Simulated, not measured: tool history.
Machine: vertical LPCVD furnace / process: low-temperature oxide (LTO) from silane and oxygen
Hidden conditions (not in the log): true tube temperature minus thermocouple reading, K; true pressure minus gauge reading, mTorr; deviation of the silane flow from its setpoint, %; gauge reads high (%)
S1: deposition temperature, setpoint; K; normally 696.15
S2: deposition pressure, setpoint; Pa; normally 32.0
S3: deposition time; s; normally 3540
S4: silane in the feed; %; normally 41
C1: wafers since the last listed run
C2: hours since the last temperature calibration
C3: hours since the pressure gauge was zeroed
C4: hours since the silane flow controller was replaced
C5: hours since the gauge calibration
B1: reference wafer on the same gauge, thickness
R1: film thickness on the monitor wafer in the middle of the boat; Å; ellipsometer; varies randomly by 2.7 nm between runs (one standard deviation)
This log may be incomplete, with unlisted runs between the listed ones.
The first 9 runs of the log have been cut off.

run   hour      S1    S2    S3  S4   C1      C2      C3      C4     C5      B1      R1
 10  270.1  696.15  32.0  3540  41  359  1286.5  4063.7  4601.2  429.1  728.46  7254.7
 11  292.5  696.15  32.0  3540  41  266  1308.9  4086.1  4623.6  451.5  729.15  7257.5
 12  320.3  696.15  32.0  3540  41  331  1336.7  4113.9  4651.4  479.3  728.61  7208.1
 13  340.4  696.15  32.0  3540  41  239  1356.8  4134.0  4671.5  499.4  729.06  7252.3
 14  363.9  696.15  32.0  3540  41  279  1380.3  4157.5  4695.0  522.9  729.39  7266.3
 15  399.6  696.15  32.0  3540  41  425  1416.0  4193.2  4730.7  558.6  729.10  7297.7
 16  433.9  696.15  32.0  3540  41  408  1450.3  4227.5  4765.0  592.9  729.54  7289.2
 17  463.7  689.15  32.0  3540  41  354  1480.1  4257.3  4794.8  622.7  730.66  6770.9
     488.0  -- gauge calibrated
     494.5  -- silane flow controller replaced
     496.7  -- pressure gauge zeroed
 18  497.2  689.15  29.3  4740  36   86  1513.6     0.5     2.7    9.2  728.51  7144.9
     539.4  -- thermocouples replaced and temperature profile calibrated
 19  539.9  696.15  32.0  3540  41  222     0.5    43.2    45.4   51.9  728.16  7140.8
 20  575.6  696.15  35.3  4440  41  425    36.2    78.9    81.1   87.6  729.08  9798.9
 21  636.8  696.15  32.0  4560  41  728    97.4   140.1   142.3  148.8  729.72  9102.0
 22  667.8  696.15  32.0  3540  39  369   128.4   171.1   173.3  179.8  728.79  6747.9
 23  692.0  705.15  32.0  2760  41  288   152.6   195.3   197.5  204.0  729.21  6071.4
 24  721.2  699.15  36.7  4020  41  347   181.8   224.5   226.7  233.2  728.30  9488.6
 25  754.8  696.15  32.0  4620  37  400   215.4   258.1   260.3  266.8  729.64  8213.9
 26  786.0  696.15  32.0  3540  41  371   246.6   289.3   291.5  298.0  728.52  7108.7
 27  817.3  696.15  32.0  3540  38  372   277.9   320.6   322.8  329.3  728.86  6573.6
 28  838.2  696.15  27.3  4500  38  248   298.8   341.5   343.7  350.2  729.13  7094.8
 29  862.8  696.15  32.0  3540  41  292   323.4   366.1   368.3  374.8  729.44  7128.1
 30  883.0  696.15  32.0  3540  41  240   343.6   386.3   388.5  395.0  729.78  7135.5
 31  909.8  696.15  32.0  3540  41  319   370.4   413.1   415.3  421.8  729.44  7130.7

Predict each of these 4 candidate next runs independently; none follows another, all start after run 31:
  A  915.0  696.15  32.0  3540  41  61  375.6  418.3  420.5  427.0   ?   ?
  B  915.0  703.15  28.7  3540  48  61  375.6  418.3  420.5  427.0   ?   ?
  C  915.0  696.15  32.0  2460  41  61  375.6  418.3  420.5  427.0   ?   ?
  D  915.0  691.15  32.0  4230  41  61  375.6  418.3  420.5  427.0   ?   ?

run      B1      R1
  A  728.37  7139.5
  B  728.37  7938.7
  C  728.37  4961.4
  D  728.37  8111.3
The same runs, with their run-to-run variation unchanged, on a tool lacking any hidden condition would have given:
run      R1
  A  7123.3
  B  7922.0
  C  4950.1
  D  8092.5

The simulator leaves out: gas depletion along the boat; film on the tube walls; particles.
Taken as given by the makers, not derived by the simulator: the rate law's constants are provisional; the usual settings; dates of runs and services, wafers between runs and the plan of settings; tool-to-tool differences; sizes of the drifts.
